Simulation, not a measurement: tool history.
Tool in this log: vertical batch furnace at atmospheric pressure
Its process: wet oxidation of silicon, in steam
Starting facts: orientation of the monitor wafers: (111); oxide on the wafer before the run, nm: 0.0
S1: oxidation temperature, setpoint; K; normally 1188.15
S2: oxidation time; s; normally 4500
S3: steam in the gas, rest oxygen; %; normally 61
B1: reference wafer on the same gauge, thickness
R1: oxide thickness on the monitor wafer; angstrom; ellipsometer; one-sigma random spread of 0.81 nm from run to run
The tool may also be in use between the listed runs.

run 1 day=0.000 | S1=1188.15 S2=4500 S3=61 | B1=228.95 | R1=1996.1
run 2 day=0.496 | S1=1188.15 S2=4500 S3=61 | B1=229.26 | R1=2004.4
run 3 day=1.192 | S1=1174.15 S2=6270 S3=61 | B1=229.33 | R1=2233.0
run 4 day=1.792 | S1=1188.15 S2=4500 S3=61 | B1=228.84 | R1=2001.6
run 5 day=2.408 | S1=1188.15 S2=4500 S3=61 | B1=228.91 | R1=1985.4
run 6 day=4.838 | S1=1188.15 S2=4500 S3=61 | B1=229.11 | R1=1997.3
run 7 day=5.175 | S1=1188.15 S2=4500 S3=61 | B1=229.04 | R1=1975.8
run 8 day=5.904 | S1=1188.15 S2=5010 S3=55 | B1=228.98 | R1=1998.7
run 9 day=6.438 | S1=1188.15 S2=5010 S3=55 | B1=229.27 | R1=1990.2
run 10 day=6.867 | S1=1188.15 S2=2880 S3=61 | B1=228.87 | R1=1375.8
run 11 day=7.633 | S1=1188.15 S2=5640 S3=61 | B1=229.37 | R1=2382.9
run 12 day=8.183 | S1=1188.15 S2=4500 S3=66 | B1=228.87 | R1=2132.3
run 13 day=8.804 | S1=1188.15 S2=4500 S3=66 | B1=228.88 | R1=2120.0
run 14 day=9.312 | S1=1188.15 S2=4500 S3=66 | B1=228.81 | R1=2115.5
run 15 day=9.962 | S1=1188.15 S2=4500 S3=61 | B1=229.09 | R1=1992.9
run 16 day=10.500 | S1=1188.15 S2=4500 S3=61 | B1=229.18 | R1=1977.1
run 17 day=11.242 | S1=1202.15 S2=4500 S3=73 | B1=228.97 | R1=2610.1
run 18 day=11.742 | S1=1188.15 S2=3930 S3=56 | B1=228.96 | R1=1660.8
run 19 day=12.450 | S1=1171.15 S2=4500 S3=61 | B1=228.90 | R1=1624.3
-- day=15.104 steam generator serviced
run 20 day=15.125 | S1=1210.15 S2=3810 S3=67 | B1=228.80 | R1=2443.5
run 21 day=15.338 | S1=1188.15 S2=4500 S3=68 | B1=229.12 | R1=2270.5
run 22 day=15.729 | S1=1201.15 S2=3600 S3=73 | B1=229.26 | R1=2279.7
run 23 day=16.217 | S1=1188.15 S2=4500 S3=61 | B1=228.74 | R1=2095.0
-- day=16.696 gauge calibrated
run 24 day=17.033 | S1=1188.15 S2=4500 S3=66 | B1=228.95 | R1=2210.8
run 25 day=17.767 | S1=1168.15 S2=5700 S3=71 | B1=229.13 | R1=2287.2
run 26 day=18.388 | S1=1188.15 S2=5010 S3=55 | B1=229.34 | R1=2087.6
-- day=20.042 thermocouples replaced and temperature profile calibrated
run 27 day=20.062 | S1=1166.15 S2=5910 S3=56 | B1=228.94 | R1=1892.8
run 28 day=20.275 | S1=1166.15 S2=3300 S3=72 | B1=229.10 | R1=1413.5
run 29 day=20.483 | S1=1188.15 S2=5280 S3=61 | B1=228.97 | R1=2345.7
run 30 day=20.717 | S1=1211.15 S2=3330 S3=61 | B1=229.15 | R1=2050.9
run 31 day=21.054 | S1=1188.15 S2=4500 S3=61 | B1=229.45 | R1=2075.1
run 32 day=22.454 | S1=1188.15 S2=4500 S3=61 | B1=229.13 | R1=2073.3
run 33 day=23.262 | S1=1173.15 S2=4500 S3=61 | B1=229.04 | R1=1756.2
run 34 day=24.133 | S1=1188.15 S2=4500 S3=61 | B1=229.09 | R1=2059.6
run 35 day=24.946 | S1=1211.15 S2=4500 S3=61 | B1=228.79 | R1=2526.5
run 36 day=25.246 | S1=1205.15 S2=5700 S3=69 | B1=229.19 | R1=3150.9
run 37 day=25.825 | S1=1188.15 S2=4500 S3=61 | B1=229.10 | R1=2062.8
run 38 day=26.358 | S1=1188.15 S2=4500 S3=70 | B1=228.78 | R1=2293.6
run 39 day=26.925 | S1=1188.15 S2=3900 S3=51 | B1=228.93 | R1=1591.6

What if the next run were any one of these 3? Each begins from the tool's condition after run 39:
run A day=27.138 | S1=1188.15 S2=3150 S3=61 | B1=? | R1=?
run B day=27.138 | S1=1188.15 S2=4500 S3=57 | B1=? | R1=?
run C day=27.138 | S1=1188.15 S2=5670 S3=64 | B1=? | R1=?

run=A B1=229.08 R1=1554.0
run=B B1=229.08 R1=1965.2
run=C B1=229.08 R1=2578.0
Stripped of hidden state, with their random variation kept, the same runs would have yielded:
run=A R1=1600.0
run=B R1=2021.4
run=C R1=2648.6

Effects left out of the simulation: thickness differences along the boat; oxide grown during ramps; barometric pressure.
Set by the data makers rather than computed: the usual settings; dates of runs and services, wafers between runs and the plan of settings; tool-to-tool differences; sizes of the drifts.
